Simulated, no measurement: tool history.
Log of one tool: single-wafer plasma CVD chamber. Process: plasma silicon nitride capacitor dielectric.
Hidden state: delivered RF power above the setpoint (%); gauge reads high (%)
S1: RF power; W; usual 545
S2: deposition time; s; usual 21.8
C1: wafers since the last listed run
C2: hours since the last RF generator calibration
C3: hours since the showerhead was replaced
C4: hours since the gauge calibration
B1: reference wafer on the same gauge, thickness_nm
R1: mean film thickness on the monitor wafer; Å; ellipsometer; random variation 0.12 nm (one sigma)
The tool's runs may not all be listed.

| run | hour | S1 | S2 | C1 | C2 | C3 | C4 | B1 | R1 |
|---|---|---|---|---|---|---|---|---|---|
| 1 | 0.0 | 545 | 21.8 | 0 | 1563.5 | 4128.3 | 1312.7 | 34.695 | 314.46 |
| 2 | 61.1 | 545 | 21.8 | 828 | 1624.6 | 4189.4 | 1373.8 | 34.706 | 314.80 |
| 3 | 92.7 | 505 | 18.7 | 428 | 1656.2 | 4221.0 | 1405.4 | 34.706 | 262.49 |
| 4 | 144.5 | 505 | 18.7 | 702 | 1708.0 | 4272.8 | 1457.2 | 34.691 | 265.20 |
| 5 | 175.0 | 505 | 18.7 | 413 | 1738.5 | 4303.3 | 1487.7 | 34.711 | 264.37 |
| 6 | 272.8 | 545 | 20.5 | 1325 | 1836.3 | 4401.1 | 1585.5 | 34.663 | 293.39 |
| 7 | 322.6 | 545 | 20.5 | 674 | 1886.1 | 4450.9 | 1635.3 | 34.687 | 292.34 |
| 8 | 360.9 | 460 | 20.3 | 519 | 1924.4 | 4489.2 | 1673.6 | 34.682 | 278.78 |
|  | 369.3 | RF generator calibrated |
| 9 | 424.8 | 460 | 20.3 | 757 | 55.5 | 4553.1 | 1737.5 | 34.680 | 285.36 |
| 10 | 492.0 | 460 | 20.3 | 910 | 122.7 | 4620.3 | 1804.7 | 34.720 | 286.32 |
| 11 | 533.7 | 545 | 21.8 | 565 | 164.4 | 4662.0 | 1846.4 | 34.690 | 317.13 |
|  | 704.5 | showerhead replaced |
| 12 | 740.9 | 545 | 21.8 | 2699 | 371.6 | 36.4 | 2053.6 | 34.698 | 320.50 |
| 13 | 808.5 | 545 | 21.8 | 916 | 439.2 | 104.0 | 2121.2 | 34.713 | 317.84 |
| 14 | 835.7 | 545 | 19.4 | 368 | 466.4 | 131.2 | 2148.4 | 34.694 | 284.02 |
| 15 | 883.6 | 545 | 19.4 | 649 | 514.3 | 179.1 | 2196.3 | 34.686 | 283.98 |
| 16 | 954.9 | 545 | 21.8 | 966 | 585.6 | 250.4 | 2267.6 | 34.707 | 319.73 |
| 17 | 1017.7 | 545 | 21.8 | 851 | 648.4 | 313.2 | 2330.4 | 34.650 | 318.71 |
| 18 | 1061.0 | 545 | 21.8 | 586 | 691.7 | 356.5 | 2373.7 | 34.717 | 319.30 |
| 19 | 1088.4 | 545 | 22.7 | 371 | 719.1 | 383.9 | 2401.1 | 34.686 | 329.51 |
| 20 | 1132.3 | 545 | 21.8 | 594 | 763.0 | 427.8 | 2445.0 | 34.692 | 316.04 |
| 21 | 1197.5 | 545 | 21.8 | 883 | 828.2 | 493.0 | 2510.2 | 34.742 | 315.94 |
| 22 | 1259.4 | 495 | 24.5 | 838 | 890.1 | 554.9 | 2572.1 | 34.726 | 348.24 |
|  | 1269.1 | gauge calibrated |
| 23 | 1329.2 | 545 | 24.9 | 945 | 959.9 | 624.7 | 60.1 | 34.692 | 361.62 |
| 24 | 1371.9 | 545 | 21.8 | 578 | 1002.6 | 667.4 | 102.8 | 34.730 | 318.25 |
| 25 | 1397.8 | 590 | 25.8 | 351 | 1028.5 | 693.3 | 128.7 | 34.678 | 381.87 |
| 26 | 1439.5 | 545 | 21.8 | 565 | 1070.2 | 735.0 | 170.4 | 34.693 | 316.40 |
| 27 | 1474.9 | 590 | 21.8 | 479 | 1105.6 | 770.4 | 205.8 | 34.716 | 320.62 |
| 28 | 1512.1 | 545 | 24.9 | 504 | 1142.8 | 807.6 | 243.0 | 34.677 | 359.46 |
| 29 | 1552.0 | 630 | 25.6 | 540 | 1182.7 | 847.5 | 282.9 | 34.705 | 385.71 |
| 30 | 1593.3 | 460 | 25.0 | 559 | 1224.0 | 888.8 | 324.2 | 34.703 | 347.61 |
| 31 | 1647.0 | 585 | 26.1 | 727 | 1277.7 | 942.5 | 377.9 | 34.707 | 382.93 |
| 32 | 1709.5 | 650 | 20.1 | 847 | 1340.2 | 1005.0 | 440.4 | 34.712 | 302.83 |
| 33 | 1743.3 | 515 | 25.3 | 458 | 1374.0 | 1038.8 | 474.2 | 34.669 | 361.64 |
| 34 | 1795.8 | 545 | 21.8 | 711 | 1426.5 | 1091.3 | 526.7 | 34.706 | 312.52 |
| 35 | 1864.7 | 475 | 21.8 | 933 | 1495.4 | 1160.2 | 595.6 | 34.712 | 303.03 |
| 36 | 1896.7 | 465 | 23.0 | 433 | 1527.4 | 1192.2 | 627.6 | 34.703 | 319.02 |
|  | 1905.9 | RF generator calibrated |
| 37 | 1956.6 | 455 | 17.8 | 703 | 50.7 | 1252.1 | 687.5 | 34.733 | 250.05 |
| 38 | 1993.8 | 545 | 21.8 | 504 | 87.9 | 1289.3 | 724.7 | 34.726 | 319.39 |
| 39 | 2065.0 | 645 | 18.0 | 964 | 159.1 | 1360.5 | 795.9 | 34.695 | 274.13 |
| 40 | 2099.7 | 505 | 18.7 | 470 | 193.8 | 1395.2 | 830.6 | 34.723 | 268.78 |
| 41 | 2138.0 | 510 | 21.8 | 519 | 232.1 | 1433.5 | 868.9 | 34.718 | 313.70 |
| 42 | 2334.2 | 545 | 19.9 | 2658 | 428.3 | 1629.7 | 1065.1 | 34.702 | 293.53 |
| 43 | 2397.4 | 605 | 18.3 | 856 | 491.5 | 1692.9 | 1128.3 | 34.686 | 275.29 |
| 44 | 2465.4 | 545 | 21.8 | 921 | 559.5 | 1760.9 | 1196.3 | 34.685 | 318.07 |

The tool's hidden state at each run:
gauge reads high (%): 0 in every run
H1: delivered RF power above the setpoint (%)
| run | H1 |
|---|---|
| 1 | -6.41 |
| 2 | -6.91 |
| 3 | -7.17 |
| 4 | -7.61 |
| 5 | -7.88 |
| 6 | -8.76 |
| 7 | -9.23 |
| 8 | -9.6 |
| 9 | -0.875 |
| 10 | -0.905 |
| 11 | -0.935 |
| 12 | -1.22 |
| 13 | -1.36 |
| 14 | -1.42 |
| 15 | -1.54 |
| 16 | -1.74 |
| 17 | -1.93 |
| 18 | -2.08 |
| 19 | -2.18 |
| 20 | -2.34 |
| 21 | -2.6 |
| 22 | -2.87 |
| 23 | -3.2 |
| 24 | -3.41 |
| 25 | -3.55 |
| 26 | -3.77 |
| 27 | -3.96 |
| 28 | -4.17 |
| 29 | -4.41 |
| 30 | -4.66 |
| 31 | -5 |
| 32 | -5.41 |
| 33 | -5.65 |
| 34 | -6.02 |
| 35 | -6.53 |
| 36 | -6.77 |
| 37 | -0.0163 |
| 38 | -0.0293 |
| 39 | -0.0739 |
| 40 | -0.105 |
| 41 | -0.146 |
| 42 | -0.474 |
| 43 | -0.622 |
| 44 | -0.802 |
